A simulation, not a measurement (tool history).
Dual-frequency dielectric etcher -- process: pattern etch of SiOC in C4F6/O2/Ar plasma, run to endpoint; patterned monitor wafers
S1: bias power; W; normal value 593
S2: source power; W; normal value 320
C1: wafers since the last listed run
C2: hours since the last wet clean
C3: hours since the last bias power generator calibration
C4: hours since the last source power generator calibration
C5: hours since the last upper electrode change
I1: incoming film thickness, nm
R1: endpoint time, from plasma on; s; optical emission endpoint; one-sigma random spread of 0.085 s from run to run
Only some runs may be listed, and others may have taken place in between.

run    hour   S1   S2    C1     C2      C3      C4      C5     I1    R1
  1     0.0  506  370     0   87.1  1901.8  4118.4  4527.4  47.62  16.4
  2    29.1  506  370   297  116.2  1930.9  4147.5  4556.5  46.84  16.2
  3    62.4  506  370   340  149.5  1964.2  4180.8  4589.8  46.65  16.1
  4   187.8  631  340  1282  274.9  2089.6  4306.2  4715.2  46.65  15.6
  5   231.3  631  340   444  318.4  2133.1  4349.7  4758.7  46.66  15.4
      286.8  -- upper electrode replaced
  6   300.3  631  340   460  387.4  2202.1  4418.7    13.5  47.02  15.5
  7   342.7  593  320   433  429.8  2244.5  4461.1    55.9  47.25  16.6
      393.6  -- source power generator calibrated
  8   394.3  593  320   486  481.4  2296.1     0.7   107.5  46.66  16.4
  9   446.8  593  270   536  533.9  2348.6    53.2   160.0  46.49  17.8
 10   485.2  593  320   392  572.3  2387.0    91.6   198.4  47.18  16.7
      526.0  -- bias power generator calibrated
 11   556.8  593  320   691  643.9    30.8   163.2   270.0  46.95  16.2
      601.4  -- wet clean of the chamber
 12   601.9  593  320   215    0.5    75.9   208.3   315.1  46.66  16.2
 13   647.6  593  320   467   46.2   121.6   254.0   360.8  47.08  16.2
 14   695.7  531  280   491   94.3   169.7   302.1   408.9  46.69  18.3
 15   741.8  547  390   471  140.4   215.8   348.2   455.0  47.15  15.2
 16   788.8  651  320   480  187.4   262.8   395.2   502.0  47.04  15.5
 17   821.5  593  320   334  220.1   295.5   427.9   534.7  46.96  16.3
 18   851.4  593  320   305  250.0   325.4   457.8   564.6  47.00  16.4
 19   876.1  593  380   252  274.7   350.1   482.5   589.3  46.89  14.8
 20   927.0  593  320   520  325.6   401.0   533.4   640.2  47.03  16.3
 21   971.4  687  320   454  370.0   445.4   577.8   684.6  46.62  15.1
 22  1036.8  542  260   668  435.4   510.8   643.2   750.0  46.53  18.7
 23  1075.8  736  260   398  474.4   549.8   682.2   789.0  46.79  16.4
 24  1100.8  642  300   255  499.4   574.8   707.2   814.0  47.37  16.3
     1171.3  -- wet clean of the chamber
 25  1171.8  593  320   480    0.5   645.8   778.2   885.0  46.88  16.3
 26  1224.3  699  350   536   53.0   698.3   830.7   937.5  46.75  14.5
 27  1250.7  448  270   270   79.4   724.7   857.1   963.9  46.56  19.9
 28  1294.6  593  320   449  123.3   768.6   901.0  1007.8  46.77  16.3
 29  1346.2  636  260   527  174.9   820.2   952.6  1059.4  46.49  17.5
 30  1396.0  593  320   509  224.7   870.0  1002.4  1109.2  46.91  16.2
 31  1457.7  512  260   631  286.4   931.7  1064.1  1170.9  46.89  19.3
 32  1498.1  593  250   413  326.8   972.1  1104.5  1211.3  46.57  18.4
 33  1564.7  694  290   681  393.4  1038.7  1171.1  1277.9  47.80  16.3
 34  1622.8  696  300   594  451.5  1096.8  1229.2  1336.0  46.59  15.6
 35  1671.4  493  290   497  500.1  1145.4  1277.8  1384.6  47.46  18.8

Run-by-run hidden state of the tool:
etch rate over this chamber's usual, %: 0 in every run
source power that arrives over what is set, %: 0 in every run
H1: bias power that arrives over what is set, %
run        H1
  1     -3.29
  2     -3.36
  3     -3.45
  4      -3.8
  5     -3.93
  6     -4.13
  7     -4.26
  8     -4.42
  9     -4.59
 10     -4.72
 11      0.05
 12    0.0467
 13    0.0405
 14    0.0309
 15    0.0186
 16   0.00317
 17  -0.00938
 18   -0.0222
 19   -0.0336
 20   -0.0599
 21   -0.0858
 22    -0.129
 23    -0.157
 24    -0.177
 25    -0.236
 26    -0.285
 27    -0.311
 28    -0.356
 29    -0.412
 30     -0.47
 31    -0.546
 32    -0.599
 33    -0.691
 34    -0.777
 35    -0.852
